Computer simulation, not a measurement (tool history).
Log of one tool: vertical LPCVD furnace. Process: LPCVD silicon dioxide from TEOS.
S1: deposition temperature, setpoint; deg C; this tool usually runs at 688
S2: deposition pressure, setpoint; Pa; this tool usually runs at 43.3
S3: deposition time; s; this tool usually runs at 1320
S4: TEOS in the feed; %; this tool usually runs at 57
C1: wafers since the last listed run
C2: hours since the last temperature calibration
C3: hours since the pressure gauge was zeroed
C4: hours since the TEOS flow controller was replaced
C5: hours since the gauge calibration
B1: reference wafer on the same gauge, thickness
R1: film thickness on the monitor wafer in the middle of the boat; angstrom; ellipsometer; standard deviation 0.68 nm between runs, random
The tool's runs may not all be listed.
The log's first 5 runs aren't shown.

run 6 hour=475.9 | S1=688 S2=43.3 S3=1020 S4=57 | C1=390 C2=2698.8 C3=3222.7 C4=5343.2 C5=2458.7 | B1=102.15 | R1=985
run 7 hour=539.1 | S1=688 S2=43.3 S3=1320 S4=57 | C1=678 C2=2762 C3=3285.9 C4=5406.4 C5=2521.9 | B1=102.04 | R1=1270.1
run 8 hour=624.7 | S1=688 S2=43.3 S3=1320 S4=57 | C1=919 C2=2847.6 C3=3371.5 C4=5492 C5=2607.5 | B1=102.08 | R1=1266.7
run 9 hour=716.1 | S1=688 S2=43.3 S3=1320 S4=65 | C1=981 C2=2939 C3=3462.9 C4=5583.4 C5=2698.9 | B1=102.02 | R1=1361.7
-- hour=733.1 gauge calibrated
run 10 hour=788.5 | S1=688 S2=43.3 S3=1320 S4=57 | C1=777 C2=3011.4 C3=3535.3 C4=5655.8 C5=55.4 | B1=102.09 | R1=1275.9
run 11 hour=889.4 | S1=688 S2=43.3 S3=1320 S4=57 | C1=1083 C2=3112.3 C3=3636.2 C4=5756.7 C5=156.3 | B1=102.08 | R1=1283.9
run 12 hour=928 | S1=688 S2=43.3 S3=1320 S4=57 | C1=414 C2=3150.9 C3=3674.8 C4=5795.3 C5=194.9 | B1=102.15 | R1=1284.7
run 13 hour=1006.4 | S1=688 S2=36.7 S3=1620 S4=57 | C1=841 C2=3229.3 C3=3753.2 C4=5873.7 C5=273.3 | B1=102.05 | R1=1463.5
run 14 hour=1076.7 | S1=681 S2=43.3 S3=810 S4=54 | C1=754 C2=3299.6 C3=3823.5 C4=5944 C5=343.6 | B1=102.06 | R1=648
run 15 hour=1171 | S1=678 S2=52.7 S3=1320 S4=57 | C1=1012 C2=3393.9 C3=3917.8 C4=6038.3 C5=437.9 | B1=102.07 | R1=1125
run 16 hour=1234.4 | S1=688 S2=43.3 S3=1320 S4=57 | C1=680 C2=3457.3 C3=3981.2 C4=6101.7 C5=501.3 | B1=101.95 | R1=1288.5
run 17 hour=1291.7 | S1=678 S2=46.7 S3=1620 S4=52 | C1=615 C2=3514.6 C3=4038.5 C4=6159 C5=558.6 | B1=102.06 | R1=1241.5
-- hour=1334.4 TEOS flow controller replaced
run 18 hour=1343.6 | S1=680 S2=43.3 S3=1320 S4=57 | C1=299 C2=3566.5 C3=4090.4 C4=9.2 C5=610.5 | B1=102.24 | R1=1076.8
-- hour=1437.9 thermocouples replaced and temperature profile calibrated
run 19 hour=1451.3 | S1=694 S2=37.3 S3=1650 S4=66 | C1=898 C2=13.4 C3=4198.1 C4=116.9 C5=718.2 | B1=102.02 | R1=1724.7
run 20 hour=1518.3 | S1=688 S2=43.3 S3=1320 S4=57 | C1=719 C2=80.4 C3=4265.1 C4=183.9 C5=785.2 | B1=102.02 | R1=1219.1
-- hour=1629.5 pressure gauge zeroed
run 21 hour=1630 | S1=688 S2=43.3 S3=1320 S4=57 | C1=941 C2=192.1 C3=0.5 C4=295.6 C5=896.9 | B1=101.89 | R1=1196.9
run 22 hour=1694.6 | S1=688 S2=49.3 S3=840 S4=49 | C1=693 C2=256.7 C3=65.1 C4=360.2 C5=961.5 | B1=102.11 | R1=754.2
run 23 hour=1746.2 | S1=676 S2=43.3 S3=1320 S4=57 | C1=554 C2=308.3 C3=116.7 C4=411.8 C5=1013.1 | B1=102.12 | R1=901.1
run 24 hour=1797.6 | S1=695 S2=43.3 S3=990 S4=63 | C1=551 C2=359.7 C3=168.1 C4=463.2 C5=1064.5 | B1=101.86 | R1=1121.9
run 25 hour=1842.5 | S1=688 S2=43.3 S3=1650 S4=63 | C1=482 C2=404.6 C3=213 C4=508.1 C5=1109.4 | B1=101.73 | R1=1608.9
run 26 hour=1891.3 | S1=688 S2=43.3 S3=1320 S4=57 | C1=524 C2=453.4 C3=261.8 C4=556.9 C5=1158.2 | B1=101.98 | R1=1215.1
run 27 hour=1969.7 | S1=684 S2=48 S3=960 S4=61 | C1=841 C2=531.8 C3=340.2 C4=635.3 C5=1236.6 | B1=101.82 | R1=869.9
run 28 hour=2077.1 | S1=688 S2=43.3 S3=1320 S4=57 | C1=1153 C2=639.2 C3=447.6 C4=742.7 C5=1344 | B1=102.1 | R1=1215.4
run 29 hour=2144.2 | S1=688 S2=43.3 S3=1320 S4=60 | C1=720 C2=706.3 C3=514.7 C4=809.8 C5=1411.1 | B1=101.9 | R1=1252
run 30 hour=2203.9 | S1=688 S2=43.3 S3=1320 S4=57 | C1=641 C2=766 C3=574.4 C4=869.5 C5=1470.8 | B1=101.79 | R1=1209

Forecast each of these 5 alternatives for the next run:
run A hour=2208 | S1=688 S2=34 S3=1320 S4=57 | C1=44 C2=770.1 C3=578.5 C4=873.6 C5=1474.9 | B1=? | R1=?
run B hour=2208 | S1=688 S2=50 S3=1320 S4=57 | C1=44 C2=770.1 C3=578.5 C4=873.6 C5=1474.9 | B1=? | R1=?
run C hour=2208 | S1=693 S2=43.3 S3=1170 S4=57 | C1=44 C2=770.1 C3=578.5 C4=873.6 C5=1474.9 | B1=? | R1=?
run D hour=2208 | S1=679 S2=43.3 S3=1320 S4=57 | C1=44 C2=770.1 C3=578.5 C4=873.6 C5=1474.9 | B1=? | R1=?
run E hour=2208 | S1=699 S2=48.7 S3=1170 S4=52 | C1=44 C2=770.1 C3=578.5 C4=873.6 C5=1474.9 | B1=? | R1=?

run=A B1=101.94 R1=1074.2
run=B B1=101.94 R1=1302.7
run=C B1=101.94 R1=1210
run=D B1=101.94 R1=976.9
run=E B1=101.94 R1=1409.4
Had the tool no hidden state, the same runs would have come out as:
run=A R1=1048.7
run=B R1=1271.7
run=C R1=1181.5
run=D R1=953.2
run=E R1=1376.6
